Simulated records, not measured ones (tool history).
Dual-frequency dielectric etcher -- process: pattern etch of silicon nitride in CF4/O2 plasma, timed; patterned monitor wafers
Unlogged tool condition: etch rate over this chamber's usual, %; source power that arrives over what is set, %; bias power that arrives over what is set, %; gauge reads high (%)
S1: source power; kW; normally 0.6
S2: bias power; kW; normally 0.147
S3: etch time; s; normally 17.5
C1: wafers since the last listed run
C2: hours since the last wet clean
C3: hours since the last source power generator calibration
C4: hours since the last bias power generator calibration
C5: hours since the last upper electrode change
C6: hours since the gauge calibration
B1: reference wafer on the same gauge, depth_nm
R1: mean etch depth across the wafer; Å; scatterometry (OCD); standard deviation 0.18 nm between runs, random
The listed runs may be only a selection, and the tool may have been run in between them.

run    hour    S1     S2    S3    C1     C2      C3      C4      C5      C6     B1     R1
  1       0   0.6  0.147  17.5     0   98.5  3040.8  3875.2    1540    27.6  32.85  397.1
  2    47.8   0.6  0.147  17.5   597  146.3  3088.6    3923  1587.8    75.4  32.85  400.2
  3      97   0.6  0.147  17.5   614  195.5  3137.8  3972.2    1637   124.6  32.86  394.8
  4   166.6   0.6  0.147  17.5   869  265.1  3207.4  4041.8  1706.6   194.2  32.81  397.4
  5   220.4   0.6  0.147  17.5   672  318.9  3261.2  4095.6  1760.4     248   32.8  397.3
  6   312.2   0.6  0.147  17.5  1147  410.7    3353  4187.4  1852.2   339.8  32.79  394.7
      362.1  -- wet clean of the chamber
  7   418.5   0.6  0.147  17.5  1028   56.4  3459.3  4293.7  1958.5   446.1  32.74  396.7
  8   492.5   0.6  0.147  17.5   924  130.4  3533.3  4367.7  2032.5   520.1   32.7  395.5
  9   581.4   0.6  0.147  17.5  1111  219.3  3622.2  4456.6  2121.4     609  32.69  395.4
 10   682.6   0.6  0.147  17.5  1264  320.5  3723.4  4557.8  2222.6   710.2  32.62  393.5
 11   756.9   0.6  0.147  17.5   928  394.8  3797.7  4632.1  2296.9   784.5  32.61  390.7
 12   816.1   0.6  0.147  17.5   739    454  3856.9  4691.3  2356.1   843.7  32.59  393.6
      835.2  -- bias power generator calibrated
      872.9  -- upper electrode replaced
 13   873.4  0.66  0.182  17.5   366  511.3  3914.2    38.2     0.5     901  32.57  453.6
 14   903.4  0.74  0.173  15.5   374  541.3  3944.2    68.2    30.5     931  32.47  426.1
      982.8  -- wet clean of the chamber
      997.1  -- source power generator calibrated
 15  1204.6  0.48  0.147  22.5  3414  221.8   207.5   369.4   331.7  1232.2  32.28  436.4
 16  1252.2   0.6  0.147  17.5   594  269.4   255.1     417   379.3  1279.8  32.25  391.3
 17  1340.9   0.6  0.176  17.5  1108  358.1   343.8   505.7     468  1368.5  32.16  412.1
 18  1421.5  0.66  0.167  17.5  1007  438.7   424.4   586.3   548.6  1449.1  32.06  429.3
     1482.5  -- wet clean of the chamber
 19  1521.4   0.6  0.147  17.5   948   38.9   524.3   686.2   648.5    1549  31.99  386.8
     1527.1  -- gauge calibrated
 20  1575.3  0.67  0.147  17.5   673   92.8   578.2   740.1   702.4    48.2  32.74  428.6

Run 21, settings as shown, results not yet in. Your forecast:
 21  1666  0.6  0.147  17.5  1133  183.5  668.9  830.8  793.1  138.9   ?   ?

{"run 21": {"B1": 32.79, "R1": 395}}
Had the tool carried no hidden state, the very same run would have given R1 396.7 Å.

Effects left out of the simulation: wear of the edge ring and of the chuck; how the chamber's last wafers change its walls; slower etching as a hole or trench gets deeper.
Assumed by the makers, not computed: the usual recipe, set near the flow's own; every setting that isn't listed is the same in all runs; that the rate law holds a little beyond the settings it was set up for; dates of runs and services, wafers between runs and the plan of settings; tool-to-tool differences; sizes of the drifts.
